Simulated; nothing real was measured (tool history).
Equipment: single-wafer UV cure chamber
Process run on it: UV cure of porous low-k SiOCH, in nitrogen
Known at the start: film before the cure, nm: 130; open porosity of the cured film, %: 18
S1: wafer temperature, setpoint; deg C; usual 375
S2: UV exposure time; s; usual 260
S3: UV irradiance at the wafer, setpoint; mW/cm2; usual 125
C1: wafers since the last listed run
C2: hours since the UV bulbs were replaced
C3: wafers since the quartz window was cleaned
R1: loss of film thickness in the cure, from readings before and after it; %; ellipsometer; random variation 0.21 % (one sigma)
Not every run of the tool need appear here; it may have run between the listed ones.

run 1 hour=0.0 | S1=375 S2=210 S3=125 | C1=0 C2=1835.7 C3=145 | R1=12.611
run 2 hour=14.9 | S1=375 S2=210 S3=125 | C1=77 C2=1850.6 C3=222 | R1=12.517
run 3 hour=114.8 | S1=375 S2=210 S3=125 | C1=517 C2=1950.5 C3=739 | R1=11.902
run 4 hour=143.5 | S1=375 S2=260 S3=125 | C1=148 C2=1979.2 C3=888 | R1=12.880
-- hour=159.5 quartz window cleaned
run 5 hour=160.0 | S1=375 S2=260 S3=125 | C1=43 C2=1995.7 C3=2 | R1=13.902
run 6 hour=173.8 | S1=375 S2=260 S3=125 | C1=71 C2=2009.5 C3=73 | R1=13.885
run 7 hour=194.3 | S1=386 S2=260 S3=125 | C1=106 C2=2030.0 C3=179 | R1=13.743
run 8 hour=213.3 | S1=386 S2=260 S3=125 | C1=98 C2=2049.0 C3=278 | R1=13.372
run 9 hour=247.0 | S1=375 S2=300 S3=125 | C1=174 C2=2082.7 C3=452 | R1=13.475
run 10 hour=270.5 | S1=375 S2=260 S3=125 | C1=121 C2=2106.2 C3=574 | R1=13.018
run 11 hour=289.7 | S1=375 S2=260 S3=125 | C1=99 C2=2125.4 C3=673 | R1=13.350
-- hour=323.6 quartz window cleaned
-- hour=352.6 UV bulbs replaced
run 12 hour=373.8 | S1=363 S2=260 S3=137 | C1=352 C2=21.2 C3=218 | R1=13.489
run 13 hour=408.0 | S1=365 S2=260 S3=125 | C1=177 C2=55.4 C3=395 | R1=12.978
run 14 hour=437.6 | S1=366 S2=385 S3=97 | C1=153 C2=85.0 C3=548 | R1=13.609
run 15 hour=488.5 | S1=375 S2=260 S3=125 | C1=263 C2=135.9 C3=811 | R1=12.938
run 16 hour=504.5 | S1=375 S2=260 S3=125 | C1=82 C2=151.9 C3=894 | R1=12.878
-- hour=525.8 quartz window cleaned
run 17 hour=540.2 | S1=375 S2=260 S3=125 | C1=143 C2=187.6 C3=74 | R1=13.705
run 18 hour=567.1 | S1=375 S2=260 S3=125 | C1=139 C2=214.5 C3=213 | R1=12.931
run 19 hour=592.7 | S1=359 S2=380 S3=153 | C1=132 C2=240.1 C3=346 | R1=15.541
run 20 hour=605.5 | S1=375 S2=150 S3=125 | C1=66 C2=252.9 C3=412 | R1=10.397
run 21 hour=623.3 | S1=375 S2=115 S3=125 | C1=92 C2=270.7 C3=504 | R1=8.977
run 22 hour=655.8 | S1=357 S2=260 S3=90 | C1=168 C2=303.2 C3=672 | R1=11.187
run 23 hour=685.8 | S1=375 S2=260 S3=125 | C1=155 C2=333.2 C3=828 | R1=12.772

What if the next run were any one of these 3? Each begins from the tool's condition after run 23:
run A hour=686.3 | S1=387 S2=260 S3=125 | C1=2 C2=333.7 C3=830 | R1=?
run B hour=686.3 | S1=358 S2=130 S3=148 | C1=2 C2=333.7 C3=830 | R1=?
run C hour=686.3 | S1=388 S2=110 S3=125 | C1=2 C2=333.7 C3=830 | R1=?

run=A R1=12.671
run=B R1=9.740
run=C R1=8.833
The same runs, with their run-to-run variation unchanged, on a tool lacking any hidden condition would have given:
run=A R1=13.941
run=B R1=10.921
run=C R1=9.983
